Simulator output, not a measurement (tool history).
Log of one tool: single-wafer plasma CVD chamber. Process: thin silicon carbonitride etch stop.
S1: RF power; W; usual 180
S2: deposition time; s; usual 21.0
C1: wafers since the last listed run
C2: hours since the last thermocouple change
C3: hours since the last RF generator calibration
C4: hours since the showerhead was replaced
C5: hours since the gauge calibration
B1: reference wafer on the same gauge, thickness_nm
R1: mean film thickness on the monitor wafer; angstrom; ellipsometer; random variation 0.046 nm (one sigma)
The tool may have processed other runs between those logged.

{"run": 1, "day": 0.0, "S1": 175, "S2": 21.0, "C1": 0, "C2": 1806.6, "C3": 1152.5, "C4": 5373.0, "C5": 2429.4, "B1": 14.606, "R1": 126.87}
{"run": 2, "day": 2.433, "S1": 175, "S2": 21.0, "C1": 1312, "C2": 1865.0, "C3": 1210.9, "C4": 5431.4, "C5": 2487.8, "B1": 14.598, "R1": 127.01}
{"run": 3, "day": 3.883, "S1": 180, "S2": 21.0, "C1": 782, "C2": 1899.8, "C3": 1245.7, "C4": 5466.2, "C5": 2522.6, "B1": 14.599, "R1": 128.18}
{"run": 4, "day": 6.012, "S1": 180, "S2": 21.0, "C1": 1148, "C2": 1950.9, "C3": 1296.8, "C4": 5517.3, "C5": 2573.7, "B1": 14.585, "R1": 128.13}
{"run": 5, "day": 7.975, "S1": 180, "S2": 21.0, "C1": 1058, "C2": 1998.0, "C3": 1343.9, "C4": 5564.4, "C5": 2620.8, "B1": 14.595, "R1": 128.06}
{"run": 6, "day": 10.35, "S1": 180, "S2": 21.0, "C1": 1280, "C2": 2055.0, "C3": 1400.9, "C4": 5621.4, "C5": 2677.8, "B1": 14.596, "R1": 127.52}
{"run": 7, "day": 13.262, "S1": 180, "S2": 21.0, "C1": 1570, "C2": 2124.9, "C3": 1470.8, "C4": 5691.3, "C5": 2747.7, "B1": 14.588, "R1": 127.59}
{"run": 8, "day": 16.025, "S1": 180, "S2": 21.0, "C1": 1489, "C2": 2191.2, "C3": 1537.1, "C4": 5757.6, "C5": 2814.0, "B1": 14.603, "R1": 127.68}
{"run": 9, "day": 18.408, "S1": 180, "S2": 21.0, "C1": 1285, "C2": 2248.4, "C3": 1594.3, "C4": 5814.8, "C5": 2871.2, "B1": 14.599, "R1": 128.17}
{"run": 10, "day": 21.004, "S1": 180, "S2": 21.0, "C1": 1400, "C2": 2310.7, "C3": 1656.6, "C4": 5877.1, "C5": 2933.5, "B1": 14.597, "R1": 128.76}
{"day": 21.292, "done": "gauge calibrated"}
{"run": 11, "day": 23.442, "S1": 180, "S2": 21.0, "C1": 1314, "C2": 2369.2, "C3": 1715.1, "C4": 5935.6, "C5": 51.6, "B1": 14.604, "R1": 127.88}
{"day": 24.946, "done": "RF generator calibrated"}
{"run": 12, "day": 31.583, "S1": 200, "S2": 21.0, "C1": 4211, "C2": 2564.6, "C3": 159.3, "C4": 6131.0, "C5": 247.0, "B1": 14.61, "R1": 132.56}
{"run": 13, "day": 33.242, "S1": 180, "S2": 21.0, "C1": 894, "C2": 2604.4, "C3": 199.1, "C4": 6170.8, "C5": 286.8, "B1": 14.607, "R1": 129.17}
{"run": 14, "day": 37.242, "S1": 165, "S2": 17.4, "C1": 2157, "C2": 2700.4, "C3": 295.1, "C4": 6266.8, "C5": 382.8, "B1": 14.606, "R1": 105.32}
{"day": 39.029, "done": "thermocouple changed; heater temperature recalibrated"}
{"run": 15, "day": 39.183, "S1": 180, "S2": 21.0, "C1": 867, "C2": 3.7, "C3": 341.7, "C4": 6313.4, "C5": 429.4, "B1": 14.596, "R1": 130.02}
{"run": 16, "day": 41.55, "S1": 180, "S2": 21.0, "C1": 1276, "C2": 60.5, "C3": 398.5, "C4": 6370.2, "C5": 486.2, "B1": 14.594, "R1": 129.58}
{"run": 17, "day": 44.275, "S1": 210, "S2": 18.0, "C1": 1469, "C2": 125.9, "C3": 463.9, "C4": 6435.6, "C5": 551.6, "B1": 14.602, "R1": 114.8}
{"run": 18, "day": 46.096, "S1": 200, "S2": 19.0, "C1": 982, "C2": 169.6, "C3": 507.6, "C4": 6479.3, "C5": 595.3, "B1": 14.597, "R1": 119.45}
{"run": 19, "day": 47.604, "S1": 180, "S2": 21.0, "C1": 813, "C2": 205.8, "C3": 543.8, "C4": 6515.5, "C5": 631.5, "B1": 14.584, "R1": 129.56}
{"run": 20, "day": 48.996, "S1": 205, "S2": 24.8, "C1": 750, "C2": 239.2, "C3": 577.2, "C4": 6548.9, "C5": 664.9, "B1": 14.589, "R1": 157.87}
{"run": 21, "day": 50.208, "S1": 145, "S2": 24.9, "C1": 653, "C2": 268.3, "C3": 606.3, "C4": 6578.0, "C5": 694.0, "B1": 14.571, "R1": 147.0}
{"run": 22, "day": 53.071, "S1": 150, "S2": 22.8, "C1": 1543, "C2": 337.0, "C3": 675.0, "C4": 6646.7, "C5": 762.7, "B1": 14.599, "R1": 134.58}
{"run": 23, "day": 54.467, "S1": 180, "S2": 21.0, "C1": 752, "C2": 370.5, "C3": 708.5, "C4": 6680.2, "C5": 796.2, "B1": 14.612, "R1": 128.92}
{"run": 24, "day": 56.358, "S1": 145, "S2": 18.2, "C1": 1020, "C2": 415.9, "C3": 753.9, "C4": 6725.6, "C5": 841.6, "B1": 14.61, "R1": 106.53}
{"run": 25, "day": 57.542, "S1": 155, "S2": 24.2, "C1": 638, "C2": 444.3, "C3": 782.3, "C4": 6754.0, "C5": 870.0, "B1": 14.588, "R1": 143.91}
{"day": 58.871, "done": "showerhead replaced"}
{"run": 26, "day": 60.262, "S1": 180, "S2": 21.0, "C1": 1287, "C2": 509.6, "C3": 847.6, "C4": 33.4, "C5": 935.3, "B1": 14.608, "R1": 128.45}
{"run": 27, "day": 61.388, "S1": 180, "S2": 18.5, "C1": 606, "C2": 536.6, "C3": 874.6, "C4": 60.4, "C5": 962.3, "B1": 14.622, "R1": 113.51}
{"run": 28, "day": 63.508, "S1": 205, "S2": 24.1, "C1": 1143, "C2": 587.5, "C3": 925.5, "C4": 111.3, "C5": 1013.2, "B1": 14.594, "R1": 151.23}
{"run": 29, "day": 65.917, "S1": 165, "S2": 24.9, "C1": 1298, "C2": 645.3, "C3": 983.3, "C4": 169.1, "C5": 1071.0, "B1": 14.593, "R1": 150.26}
{"run": 30, "day": 72.075, "S1": 200, "S2": 19.4, "C1": 3321, "C2": 793.1, "C3": 1131.1, "C4": 316.9, "C5": 1218.8, "B1": 14.599, "R1": 121.99}
{"run": 31, "day": 73.275, "S1": 180, "S2": 21.0, "C1": 647, "C2": 821.9, "C3": 1159.9, "C4": 345.7, "C5": 1247.6, "B1": 14.608, "R1": 128.04}
{"run": 32, "day": 74.633, "S1": 215, "S2": 24.4, "C1": 732, "C2": 854.5, "C3": 1192.5, "C4": 378.3, "C5": 1280.2, "B1": 14.598, "R1": 155.9}
{"run": 33, "day": 76.121, "S1": 180, "S2": 21.0, "C1": 802, "C2": 890.2, "C3": 1228.2, "C4": 414.0, "C5": 1315.9, "B1": 14.609, "R1": 128.84}
{"run": 34, "day": 78.996, "S1": 155, "S2": 17.8, "C1": 1550, "C2": 959.2, "C3": 1297.2, "C4": 483.0, "C5": 1384.9, "B1": 14.591, "R1": 105.6}

Table of differences, measured result less the result of that run with no hidden state. Run-to-run variation is the same in both. Gauge scatter possibly is not:
The hidden state here: wafer temperature above the value expected at the setpoint (K); delivered RF power above the setpoint (%); gauge reads high (%).
run=1 R1=-2.05
run=2 R1=-2.13
run=3 R1=-2.21
run=4 R1=-2.28
run=5 R1=-2.35
run=6 R1=-2.42
run=7 R1=-2.52
run=8 R1=-2.62
run=9 R1=-2.72
run=10 R1=-2.83
run=11 R1=-2.89
run=12 R1=-0.59
run=13 R1=-0.63
run=14 R1=-0.63
run=15 R1=-0.84
run=16 R1=-0.91
run=17 R1=-0.89
run=18 R1=-0.98
run=19 R1=-1.12
run=20 R1=-1.42
run=21 R1=-1.37
run=22 R1=-1.36
run=23 R1=-1.35
run=24 R1=-1.17
run=25 R1=-1.62
run=26 R1=-1.54
run=27 R1=-1.40
run=28 R1=-1.94
run=29 R1=-2.03
run=30 R1=-1.86
run=31 R1=-1.99
run=32 R1=-2.48
run=33 R1=-2.10
run=34 R1=-1.81
